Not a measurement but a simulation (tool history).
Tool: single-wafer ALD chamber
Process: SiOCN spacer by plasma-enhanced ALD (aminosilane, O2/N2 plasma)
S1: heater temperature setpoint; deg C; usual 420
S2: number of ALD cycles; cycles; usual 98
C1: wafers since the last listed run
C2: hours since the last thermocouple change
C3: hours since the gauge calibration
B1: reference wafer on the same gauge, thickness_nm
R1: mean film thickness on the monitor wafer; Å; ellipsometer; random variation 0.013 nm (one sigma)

{"run": 1, "day": 0.0, "S1": 420, "S2": 88, "C1": 0, "C2": 819.9, "C3": 96.9, "B1": 5.2, "R1": 46.95}
{"run": 2, "day": 0.579, "S1": 420, "S2": 88, "C1": 43, "C2": 833.8, "C3": 110.8, "B1": 5.198, "R1": 46.87}
{"run": 3, "day": 1.112, "S1": 420, "S2": 98, "C1": 40, "C2": 846.6, "C3": 123.6, "B1": 5.2, "R1": 51.93}
{"run": 4, "day": 1.5, "S1": 420, "S2": 98, "C1": 29, "C2": 855.9, "C3": 132.9, "B1": 5.2, "R1": 52.04}
{"run": 5, "day": 2.112, "S1": 426, "S2": 86, "C1": 46, "C2": 870.6, "C3": 147.6, "B1": 5.2, "R1": 44.56}
{"run": 6, "day": 2.367, "S1": 420, "S2": 98, "C1": 19, "C2": 876.7, "C3": 153.7, "B1": 5.201, "R1": 51.79}
{"run": 7, "day": 2.958, "S1": 420, "S2": 98, "C1": 44, "C2": 890.9, "C3": 167.9, "B1": 5.199, "R1": 52.09}
{"run": 8, "day": 3.417, "S1": 420, "S2": 98, "C1": 34, "C2": 901.9, "C3": 178.9, "B1": 5.197, "R1": 52.15}
{"run": 9, "day": 3.704, "S1": 420, "S2": 98, "C1": 21, "C2": 908.8, "C3": 185.8, "B1": 5.2, "R1": 51.76}
{"run": 10, "day": 4.021, "S1": 420, "S2": 98, "C1": 23, "C2": 916.4, "C3": 193.4, "B1": 5.199, "R1": 52.28}
{"run": 11, "day": 4.592, "S1": 420, "S2": 98, "C1": 42, "C2": 930.1, "C3": 207.1, "B1": 5.2, "R1": 52.0}
{"run": 12, "day": 5.296, "S1": 420, "S2": 98, "C1": 52, "C2": 947.0, "C3": 224.0, "B1": 5.202, "R1": 51.73}
{"run": 13, "day": 5.912, "S1": 420, "S2": 98, "C1": 46, "C2": 961.8, "C3": 238.8, "B1": 5.202, "R1": 51.91}
{"run": 14, "day": 6.621, "S1": 420, "S2": 98, "C1": 53, "C2": 978.8, "C3": 255.8, "B1": 5.198, "R1": 51.88}
{"run": 15, "day": 7.162, "S1": 415, "S2": 89, "C1": 40, "C2": 991.8, "C3": 268.8, "B1": 5.2, "R1": 47.9}
{"run": 16, "day": 7.771, "S1": 415, "S2": 89, "C1": 45, "C2": 1006.4, "C3": 283.4, "B1": 5.2, "R1": 48.1}
{"run": 17, "day": 8.367, "S1": 415, "S2": 89, "C1": 44, "C2": 1020.7, "C3": 297.7, "B1": 5.2, "R1": 47.97}
{"run": 18, "day": 9.025, "S1": 420, "S2": 98, "C1": 49, "C2": 1036.5, "C3": 313.5, "B1": 5.199, "R1": 51.7}
{"run": 19, "day": 9.362, "S1": 420, "S2": 112, "C1": 25, "C2": 1044.6, "C3": 321.6, "B1": 5.201, "R1": 59.17}
{"run": 20, "day": 9.804, "S1": 420, "S2": 81, "C1": 33, "C2": 1055.2, "C3": 332.2, "B1": 5.2, "R1": 42.83}
{"day": 10.362, "done": "gauge calibrated"}
{"run": 21, "day": 11.417, "S1": 420, "S2": 98, "C1": 121, "C2": 1093.9, "C3": 25.3, "B1": 5.195, "R1": 51.69}
{"run": 22, "day": 12.967, "S1": 428, "S2": 110, "C1": 116, "C2": 1131.1, "C3": 62.5, "B1": 5.201, "R1": 56.27}
{"run": 23, "day": 13.446, "S1": 430, "S2": 81, "C1": 36, "C2": 1142.6, "C3": 74.0, "B1": 5.201, "R1": 41.23}
{"run": 24, "day": 13.975, "S1": 433, "S2": 98, "C1": 39, "C2": 1155.3, "C3": 86.7, "B1": 5.202, "R1": 49.4}
{"run": 25, "day": 14.288, "S1": 413, "S2": 104, "C1": 23, "C2": 1162.8, "C3": 94.2, "B1": 5.201, "R1": 56.31}
{"day": 15.092, "done": "thermocouple changed; heater temperature recalibrated"}
{"run": 26, "day": 15.112, "S1": 420, "S2": 110, "C1": 36, "C2": 0.5, "C3": 114.0, "B1": 5.202, "R1": 58.68}
{"run": 27, "day": 15.379, "S1": 420, "S2": 98, "C1": 20, "C2": 6.9, "C3": 120.4, "B1": 5.201, "R1": 52.26}
{"run": 28, "day": 16.046, "S1": 414, "S2": 105, "C1": 50, "C2": 22.9, "C3": 136.4, "B1": 5.2, "R1": 57.28}
{"run": 29, "day": 16.354, "S1": 420, "S2": 98, "C1": 23, "C2": 30.3, "C3": 143.8, "B1": 5.199, "R1": 52.35}
{"run": 30, "day": 17.058, "S1": 420, "S2": 98, "C1": 52, "C2": 47.2, "C3": 160.7, "B1": 5.199, "R1": 52.55}
{"run": 31, "day": 17.667, "S1": 405, "S2": 87, "C1": 45, "C2": 61.8, "C3": 175.3, "B1": 5.202, "R1": 49.1}
{"run": 32, "day": 18.112, "S1": 420, "S2": 83, "C1": 33, "C2": 72.5, "C3": 186.0, "B1": 5.199, "R1": 44.4}
{"run": 33, "day": 18.658, "S1": 420, "S2": 98, "C1": 41, "C2": 85.6, "C3": 199.1, "B1": 5.2, "R1": 52.27}
{"run": 34, "day": 19.371, "S1": 407, "S2": 98, "C1": 53, "C2": 102.7, "C3": 216.2, "B1": 5.2, "R1": 54.99}
{"run": 35, "day": 19.946, "S1": 425, "S2": 92, "C1": 43, "C2": 116.5, "C3": 230.0, "B1": 5.2, "R1": 48.1}

Some steps in R1 between neighbouring runs. How much of each would the tool show without its hidden state too (settings, what came in, random variation), and how much is left for the hidden state, with any gauge scatter that isn't in both results?
The hidden state here: wafer temperature above the value expected at the setpoint (K); gauge reads high (%).
Run 19 -> 20: S2 112 -> 81. R1 -16.34 Å: hidden state +0.20, all else -16.54.
Run 20 -> 21: S2 81 -> 98, gauge calibrated. R1 +8.86 Å: hidden state -0.17, all else +9.03.
Run 22 -> 23: S1 428 -> 430, S2 110 -> 81. R1 -15.04 Å: hidden state +0.23, all else -15.27.
Run 25 -> 26: S1 413 -> 420, S2 104 -> 110, thermocouple changed; heater temperature recalibrated. R1 +2.37 Å: hidden state +0.78, all else +1.59.
